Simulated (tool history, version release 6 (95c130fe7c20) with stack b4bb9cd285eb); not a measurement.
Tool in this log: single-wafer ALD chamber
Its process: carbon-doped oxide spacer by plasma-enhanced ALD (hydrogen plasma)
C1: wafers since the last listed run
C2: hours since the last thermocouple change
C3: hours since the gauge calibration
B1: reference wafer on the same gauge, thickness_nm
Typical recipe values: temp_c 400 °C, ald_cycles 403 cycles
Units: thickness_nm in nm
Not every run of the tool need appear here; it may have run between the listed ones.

Run 1, hour 0: usual settings; C1 0; C2 2592; C3 306.9; B1 26.366. Result: thickness_nm 23.111 nm.
Run 2, hour 29.1: usual settings but ald_cycles 424 cycles; C1 20; C2 2621.1; C3 336; B1 26.376. Result: thickness_nm 24.487 nm.
Run 3, hour 45: usual settings; C1 11; C2 2637; C3 351.9; B1 26.401. Result: thickness_nm 23.165 nm.
Run 4, hour 80.1: usual settings; C1 24; C2 2672.1; C3 387; B1 26.43. Result: thickness_nm 23.256 nm.
Run 5, hour 108.3: usual settings but temp_c 393 °C; C1 19; C2 2700.3; C3 415.2; B1 26.418. Result: thickness_nm 23.231 nm.
Run 6, hour 124.4: usual settings but temp_c 393 °C; C1 11; C2 2716.4; C3 431.3; B1 26.452. Result: thickness_nm 23.436 nm.
Run 7, hour 145.5: usual settings but temp_c 393 °C; C1 14; C2 2737.5; C3 452.4; B1 26.452. Result: thickness_nm 23.342 nm.
Run 8, hour 158.5: usual settings; C1 9; C2 2750.5; C3 465.4; B1 26.46. Result: thickness_nm 23.4 nm.
Run 9, hour 184.4: usual settings; C1 17; C2 2776.4; C3 491.3; B1 26.452. Result: thickness_nm 23.304 nm.
Run 10, hour 212.8: usual settings; C1 19; C2 2804.8; C3 519.7; B1 26.473. Result: thickness_nm 23.345 nm.
Run 11, hour 246.2: usual settings; C1 23; C2 2838.2; C3 553.1; B1 26.511. Result: thickness_nm 23.322 nm.
Run 12, hour 265.8: usual settings; C1 13; C2 2857.8; C3 572.7; B1 26.495. Result: thickness_nm 23.412 nm.
Run 13, hour 293.1: usual settings; C1 18; C2 2885.1; C3 600; B1 26.543. Result: thickness_nm 23.336 nm.
Run 14, hour 317.1: usual settings but temp_c 397 °C; C1 16; C2 2909.1; C3 624; B1 26.559. Result: thickness_nm 23.368 nm.
Run 15, hour 346.3: usual settings; C1 20; C2 2938.3; C3 653.2; B1 26.586. Result: thickness_nm 23.461 nm.
Run 16, hour 375.3: usual settings; C1 20; C2 2967.3; C3 682.2; B1 26.588. Result: thickness_nm 23.428 nm.
Run 17, hour 408.9: usual settings; C1 23; C2 3000.9; C3 715.8; B1 26.619. Result: thickness_nm 23.492 nm.
Run 18, hour 438.1: usual settings; C1 20; C2 3030.1; C3 745; B1 26.642. Result: thickness_nm 23.516 nm.
Run 19, hour 455.3: usual settings but temp_c 412 °C, ald_cycles 378 cycles; C1 11; C2 3047.3; C3 762.2; B1 26.642. Result: thickness_nm 21.19 nm.
Run 20, hour 481.6: usual settings; C1 18; C2 3073.6; C3 788.5; B1 26.631. Result: thickness_nm 23.518 nm.
Run 21, hour 557.1: usual settings but ald_cycles 337 cycles; C1 52; C2 3149.1; C3 864; B1 26.681. Result: thickness_nm 19.684 nm.
Run 22, hour 585.7: usual settings; C1 19; C2 3177.7; C3 892.6; B1 26.697. Result: thickness_nm 23.492 nm.
Run 23, hour 610.8: usual settings but temp_c 408 °C, ald_cycles 358 cycles; C1 17; C2 3202.8; C3 917.7; B1 26.745. Result: thickness_nm 20.368 nm.
Run 24, hour 642: usual settings but temp_c 410 °C, ald_cycles 325 cycles; C1 21; C2 3234; C3 948.9; B1 26.741. Result: thickness_nm 18.397 nm.
At hour 686.6: thermocouple changed; heater temperature recalibrated.
Run 25, hour 732.9: usual settings but temp_c 394 °C, ald_cycles 429 cycles; C1 57; C2 46.3; C3 1039.8; B1 26.799. Result: thickness_nm 25.167 nm.
At hour 764.1: gauge calibrated.
Run 26, hour 777.9: usual settings but temp_c 407 °C, ald_cycles 456 cycles; C1 31; C2 91.3; C3 13.8; B1 26.194. Result: thickness_nm 25.411 nm.
Run 27, hour 811.6: usual settings but temp_c 407 °C, ald_cycles 351 cycles; C1 23; C2 125; C3 47.5; B1 26.225. Result: thickness_nm 19.65 nm.
Run 28, hour 850.5: usual settings but temp_c 404 °C, ald_cycles 456 cycles; C1 26; C2 163.9; C3 86.4; B1 26.249. Result: thickness_nm 25.829 nm.
Run 29, hour 866.9: usual settings but temp_c 411 °C, ald_cycles 469 cycles; C1 11; C2 180.3; C3 102.8; B1 26.26. Result: thickness_nm 25.975 nm.
Run 30, hour 894.5: usual settings but temp_c 390 °C, ald_cycles 337 cycles; C1 19; C2 207.9; C3 130.4; B1 26.271. Result: thickness_nm 19.34 nm.
Run 31, hour 930.3: usual settings but temp_c 407 °C; C1 24; C2 243.7; C3 166.2; B1 26.303. Result: thickness_nm 22.643 nm.
Run 32, hour 959.3: usual settings but temp_c 406 °C; C1 20; C2 272.7; C3 195.2; B1 26.311. Result: thickness_nm 22.658 nm.
Run 33, hour 979.2: usual settings but temp_c 405 °C; C1 13; C2 292.6; C3 215.1; B1 26.3. Result: thickness_nm 22.734 nm.
Run 34, hour 1010.7: usual settings; C1 21; C2 324.1; C3 246.6; B1 26.329. Result: thickness_nm 23.326 nm.
Run 35, hour 1044.9: usual settings but ald_cycles 347 cycles; C1 23; C2 358.3; C3 280.8; B1 26.362. Result: thickness_nm 20.058 nm.

What differs in the tool's unlogged condition from the final listed run ahead of each entry between runs to the first listed run following it?
Run 24 -> run 25: thermocouple changed; heater temperature recalibrated (hour 686.6)
  gauge reads high (%): 2.47 -> 2.67
  measured result minus the result with no hidden state, thickness_nm: +0.444 -> +0.655 nm
Run 25 -> run 26: gauge calibrated (hour 764.1)
  gauge reads high (%): 2.67 -> 0.376
  measured result minus the result with no hidden state, thickness_nm: +0.655 -> +0.095 nm
